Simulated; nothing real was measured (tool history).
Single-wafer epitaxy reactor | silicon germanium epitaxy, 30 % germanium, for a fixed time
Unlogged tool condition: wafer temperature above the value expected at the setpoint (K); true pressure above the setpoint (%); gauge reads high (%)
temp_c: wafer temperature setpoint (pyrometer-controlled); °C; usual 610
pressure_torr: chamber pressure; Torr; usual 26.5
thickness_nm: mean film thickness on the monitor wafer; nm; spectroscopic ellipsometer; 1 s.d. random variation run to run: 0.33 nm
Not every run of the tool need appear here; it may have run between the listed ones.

run     day  temp_c  pressure_torr  wafers since the last listed run  hours since the last pyrometer calibration  hours since the last manometer calibration  hours since the showerhead was replaced  hours since the gauge calibration  read-back reference wafer on the same gauge, thickness_nm  thickness_nm
  1   0.000     610           30.7                                 0                                      1213.7                                        68.9                                   2975.0                              110.2                                                     66.120        72.702
  2   1.833     610           30.7                               755                                      1257.7                                       112.9                                   3019.0                              154.2                                                     66.202        72.774
  3   3.558     610           26.5                               711                                      1299.1                                       154.3                                   3060.4                              195.6                                                     66.167        68.687
  4   6.117     610           26.5                              1054                                      1360.5                                       215.7                                   3121.8                              257.0                                                     66.289        68.411
  5   8.838     610           26.5                              1121                                      1425.8                                       281.0                                   3187.1                              322.3                                                     66.207        67.863
  6  13.071     610           26.5                              1745                                      1527.4                                       382.6                                   3288.7                              423.9                                                     66.357        68.281
  7  17.500     610           26.5                              1826                                      1633.7                                       488.9                                   3395.0                              530.2                                                     66.036        68.229
  8  19.946     610           26.5                              1008                                      1692.4                                       547.6                                   3453.7                              588.9                                                     66.131        68.083
  9  23.688     621           26.5                              1542                                      1782.2                                       637.4                                   3543.5                              678.7                                                     66.085        82.056
 10  26.354     621           26.5                              1099                                      1846.2                                       701.4                                   3607.5                              742.7                                                     66.042        82.578
 11  29.638     621           26.5                              1353                                      1925.0                                       780.2                                   3686.3                              821.5                                                     66.180        81.999
 12  33.238     610           26.5                              1484                                      2011.4                                       866.6                                   3772.7                              907.9                                                     66.118        68.115
 13  36.396     610           26.5                              1302                                      2087.2                                       942.4                                   3848.5                              983.7                                                     66.229        67.157
 14  39.129     610           26.5                              1126                                      2152.8                                      1008.0                                   3914.1                             1049.3                                                     66.101        67.499
 15  41.604     610           26.5                              1020                                      2212.2                                      1067.4                                   3973.5                             1108.7                                                     66.207        66.566
 16  44.296     614           28.8                              1109                                      2276.8                                      1132.0                                   4038.1                             1173.3                                                     66.128        75.085
     44.538  -- gauge calibrated
 17  47.562     610           31.1                              1346                                      2355.2                                      1210.4                                   4116.5                               72.6                                                     66.329        71.527
     49.000  -- capacitance manometer re-zeroed and calibrated
 18  50.517     620           31.2                              1080                                      2426.1                                        36.4                                   4187.4                              143.5                                                     66.130        87.488
 19  53.883     625           22.0                              1387                                      2506.9                                       117.2                                   4268.2                              224.3                                                     66.298        81.593
 20  55.629     619           23.8                               719                                      2548.8                                       159.1                                   4310.1                              266.2                                                     66.147        76.553
     56.208  -- showerhead replaced
 21  58.846     603           22.0                              1188                                      2626.0                                       236.3                                     63.3                              343.4                                                     66.185        54.992
     60.862  -- pyrometer calibrated
 22  62.967     610           26.5                              1561                                        50.5                                       335.2                                    162.2                              442.3                                                     66.275        68.515
 23  66.629     601           24.3                              1509                                       138.4                                       423.1                                    250.1                              530.2                                                     66.272        55.379
 24  70.296     610           26.5                              1511                                       226.4                                       511.1                                    338.1                              618.2                                                     66.228        67.907
 25  74.462     623           31.9                              1717                                       326.4                                       611.1                                    438.1                              718.2                                                     66.330        91.035
 26  78.600     621           26.5                              1705                                       425.7                                       710.4                                    537.4                              817.5                                                     66.268        82.057
 27  81.192     602           32.4                              1068                                       487.9                                       772.6                                    599.6                              879.7                                                     66.150        63.534
 28  84.383     602           32.2                              1315                                       564.5                                       849.2                                    676.2                              956.3                                                     66.264        63.110
 29  88.738     615           30.5                              1795                                       669.0                                       953.7                                    780.7                             1060.8                                                     66.389        77.436

Each row is a separate what-if for the run after 29, all from the same tool condition, not one after another. Results?
  A  88.754     610           26.5                                 6                                       669.4                                       954.1                                    781.1                             1061.2                                                          ?             ?
  B  88.754     621           22.6                                 6                                       669.4                                       954.1                                    781.1                             1061.2                                                          ?             ?
  C  88.754     604           29.6                                 6                                       669.4                                       954.1                                    781.1                             1061.2                                                          ?             ?
  D  88.754     610           32.2                                 6                                       669.4                                       954.1                                    781.1                             1061.2                                                          ?             ?
  E  88.754     624           28.5                                 6                                       669.4                                       954.1                                    781.1                             1061.2                                                          ?             ?

run  read-back reference wafer on the same gauge, thickness_nm  thickness_nm
  A                                                     66.272        67.525
  B                                                     66.272        76.764
  C                                                     66.272        63.442
  D                                                     66.272        73.132
  E                                                     66.272        88.948
The same runs, with their run-to-run variation unchanged, on a tool lacking any hidden condition would have given:
run  thickness_nm
  A        68.848
  B        78.268
  C        64.686
  D        74.565
  E        90.692

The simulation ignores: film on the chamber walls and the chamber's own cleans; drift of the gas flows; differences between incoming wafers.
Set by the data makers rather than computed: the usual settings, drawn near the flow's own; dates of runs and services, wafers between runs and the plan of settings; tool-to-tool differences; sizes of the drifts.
